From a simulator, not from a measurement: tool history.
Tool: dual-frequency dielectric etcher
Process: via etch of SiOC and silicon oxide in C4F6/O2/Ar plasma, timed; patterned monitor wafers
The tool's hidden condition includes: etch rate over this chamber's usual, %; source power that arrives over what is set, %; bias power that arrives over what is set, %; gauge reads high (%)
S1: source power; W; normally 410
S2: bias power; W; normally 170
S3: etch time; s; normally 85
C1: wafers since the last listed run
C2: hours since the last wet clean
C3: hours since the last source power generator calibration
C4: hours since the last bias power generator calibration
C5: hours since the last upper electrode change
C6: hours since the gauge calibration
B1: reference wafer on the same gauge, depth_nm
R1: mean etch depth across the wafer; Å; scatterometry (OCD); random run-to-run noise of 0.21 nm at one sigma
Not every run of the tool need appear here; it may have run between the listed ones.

run,hour,S1,S2,S3,C1,C2,C3,C4,C5,C6,B1,R1
1,0,490,170,94,0,357.3,1274.7,695.9,1208,96.3,108,1253
# hour 93.4: wet clean of the chamber
2,93.8,410,170,85,406,0.4,1368.5,789.7,1301.8,190.1,108,1017
3,195.8,410,170,85,594,102.4,1470.5,891.7,1403.8,292.1,108,1019
4,239.4,410,170,85,253,146,1514.1,935.3,1447.4,335.7,107.9,1017
5,281.5,410,170,100.5,245,188.1,1556.2,977.4,1489.5,377.8,107.9,1206
6,336.1,410,170,92.5,317,242.7,1610.8,1032,1544.1,432.4,108,1110
7,389.3,410,170,92.5,309,295.9,1664,1085.2,1597.3,485.6,108.1,1103
8,460.4,410,170,85,414,367,1735.1,1156.3,1668.4,556.7,107.9,1018
9,550.3,410,170,85,523,456.9,1825,1246.2,1758.3,646.6,107.9,1011
# hour 614.9: wet clean of the chamber
10,615.4,410,170,85,239,0.5,1890.1,1311.3,1823.4,711.7,107.9,1014
11,673.3,410,170,85,337,58.4,1948,1369.2,1881.3,769.6,108,1011
12,721.7,410,202,76,281,106.8,1996.4,1417.6,1929.7,818,108.1,966
13,796.1,410,202,76,433,181.2,2070.8,1492,2004.1,892.4,108.1,966
14,850.4,410,170,85,316,235.5,2125.1,1546.3,2058.4,946.7,108,1011
15,914.6,410,170,63,373,299.7,2189.3,1610.5,2122.6,1010.9,108,751
16,964.9,440,198,105,292,350,2239.6,1660.8,2172.9,1061.2,108.1,1378
17,1054.1,450,139,85,519,439.2,2328.8,1750,2262.1,1150.4,108.1,997
# hour 1081.7: wet clean of the chamber
18,1133.1,410,158,85,320,51.4,2407.8,1829,2341.1,1229.4,107.9,981
19,1183.1,410,129,85,291,101.4,2457.8,1879,2391.1,1279.4,108.1,912
# hour 1215.4: source power generator calibrated
20,1233,440,198,105,267,151.3,17.6,1928.9,2441,1329.3,108,1347
# hour 1295.1: gauge calibrated
# hour 1517.6: bias power generator calibrated
21,1529.6,310,140,71.5,1704,447.9,314.2,12,2737.6,234.5,108,644
# hour 1567.7: wet clean of the chamber
# hour 1645.8: source power generator calibrated, repeated, since the last time left the tool worse
# hour 1776.1: upper electrode replaced
22,1818.6,410,170,85,1380,250.9,172.8,301,42.5,523.5,108.1,1026
23,1890.2,410,170,85,416,322.5,244.4,372.6,114.1,595.1,108,1026
24,1953.6,470,136,85,369,385.9,307.8,436,177.5,658.5,108,1026
25,1994.1,470,170,104,235,426.4,348.3,476.5,218,699,108.1,1362
26,2075.1,410,170,108.5,471,507.4,429.3,557.5,299,780,107.9,1307
# hour 2114.9: wet clean of the chamber
27,2177.6,410,170,100.5,457,62.7,531.8,660,401.5,882.5,108,1216
28,2263.2,320,189,65.5,498,148.3,617.4,745.6,487.1,968.1,108,698
29,2304,460,141,85,237,189.1,658.2,786.4,527.9,1008.9,108,1028

How would selected steps in R1 from run to run divide? Give the signed amount a tool lacking its hidden state would still show from settings, what came in and random variation, and the signed amount left for the hidden state, including any gauge scatter that is not in both of the compared results.
Run 15 -> 16: S1 410 -> 440, S2 170 -> 198, S3 63 -> 105. R1 +627 Å: hidden state -12, all else +639.
Run 19 -> 20: S1 410 -> 440, S2 129 -> 198, S3 85 -> 105, source power generator calibrated. R1 +435 Å: hidden state -35, all else +470.
Run 20 -> 21: S1 440 -> 310, S2 198 -> 140, S3 105 -> 71.5, gauge calibrated, bias power generator calibrated. R1 -703 Å: hidden state +28, all else -731.
